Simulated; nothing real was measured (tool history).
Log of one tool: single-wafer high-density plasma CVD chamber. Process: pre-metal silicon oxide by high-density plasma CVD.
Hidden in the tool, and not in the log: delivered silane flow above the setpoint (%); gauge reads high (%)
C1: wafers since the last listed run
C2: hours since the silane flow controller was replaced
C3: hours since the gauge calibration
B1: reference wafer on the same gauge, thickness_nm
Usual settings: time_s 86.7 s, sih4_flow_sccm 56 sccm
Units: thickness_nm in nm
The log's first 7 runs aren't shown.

run 8 day=11.058 | time_s=86.7 sih4_flow_sccm=60 | C1=360 C2=671.4 C3=1437.3 | B1=452.301 | thickness_nm=497.477
run 9 day=13.004 | time_s=86.7 sih4_flow_sccm=60 | C1=630 C2=718.1 C3=1484 | B1=452.994 | thickness_nm=496.353
run 10 day=14.908 | time_s=74.8 sih4_flow_sccm=62 | C1=617 C2=763.8 C3=1529.7 | B1=453.202 | thickness_nm=439.206
run 11 day=16.408 | time_s=74.8 sih4_flow_sccm=62 | C1=486 C2=799.8 C3=1565.7 | B1=452.652 | thickness_nm=435.375
run 12 day=19.008 | time_s=93.9 sih4_flow_sccm=56 | C1=842 C2=862.2 C3=1628.1 | B1=452.419 | thickness_nm=517.072
run 13 day=21.408 | time_s=93.9 sih4_flow_sccm=56 | C1=777 C2=919.8 C3=1685.7 | B1=452.973 | thickness_nm=514.994
run 14 day=26.246 | time_s=86.7 sih4_flow_sccm=56 | C1=1567 C2=1035.9 C3=1801.8 | B1=453.271 | thickness_nm=477.078
run 15 day=27.746 | time_s=86.7 sih4_flow_sccm=56 | C1=486 C2=1071.9 C3=1837.8 | B1=452.884 | thickness_nm=480.376
run 16 day=33.067 | time_s=86.7 sih4_flow_sccm=56 | C1=1724 C2=1199.6 C3=1965.5 | B1=452.6 | thickness_nm=478.004
-- day=33.988 gauge calibrated
run 17 day=35.754 | time_s=86.7 sih4_flow_sccm=56 | C1=871 C2=1264.1 C3=42.4 | B1=453.178 | thickness_nm=479.376
run 18 day=37.25 | time_s=86.7 sih4_flow_sccm=56 | C1=484 C2=1300 C3=78.3 | B1=452.98 | thickness_nm=476.486
run 19 day=39.683 | time_s=86.7 sih4_flow_sccm=56 | C1=788 C2=1358.4 C3=136.7 | B1=453.408 | thickness_nm=478.315
run 20 day=41.121 | time_s=86.7 sih4_flow_sccm=56 | C1=465 C2=1392.9 C3=171.2 | B1=452.928 | thickness_nm=478.3
run 21 day=43.333 | time_s=86.7 sih4_flow_sccm=56 | C1=717 C2=1446 C3=224.3 | B1=452.528 | thickness_nm=479.826
run 22 day=45.479 | time_s=86.7 sih4_flow_sccm=56 | C1=695 C2=1497.5 C3=275.8 | B1=452.698 | thickness_nm=482.659
run 23 day=47.342 | time_s=73.6 sih4_flow_sccm=65 | C1=603 C2=1542.2 C3=320.5 | B1=453.1 | thickness_nm=450.087
run 24 day=49.162 | time_s=95.4 sih4_flow_sccm=51 | C1=590 C2=1585.9 C3=364.2 | B1=452.833 | thickness_nm=497.082
run 25 day=51.071 | time_s=86.7 sih4_flow_sccm=52 | C1=618 C2=1631.7 C3=410 | B1=452.849 | thickness_nm=456
run 26 day=52.575 | time_s=77 sih4_flow_sccm=56 | C1=487 C2=1667.8 C3=446.1 | B1=452.485 | thickness_nm=427.257

The next listed run, before its measurement:
run 27 day=55.417 | time_s=86.7 sih4_flow_sccm=56 | C1=920 C2=1736 C3=514.3 | B1=? | thickness_nm=?

Run 27 gave B1 452.574, thickness_nm 479.202 nm.
Without the tool's hidden state the same run would have given thickness_nm 461.267 nm.
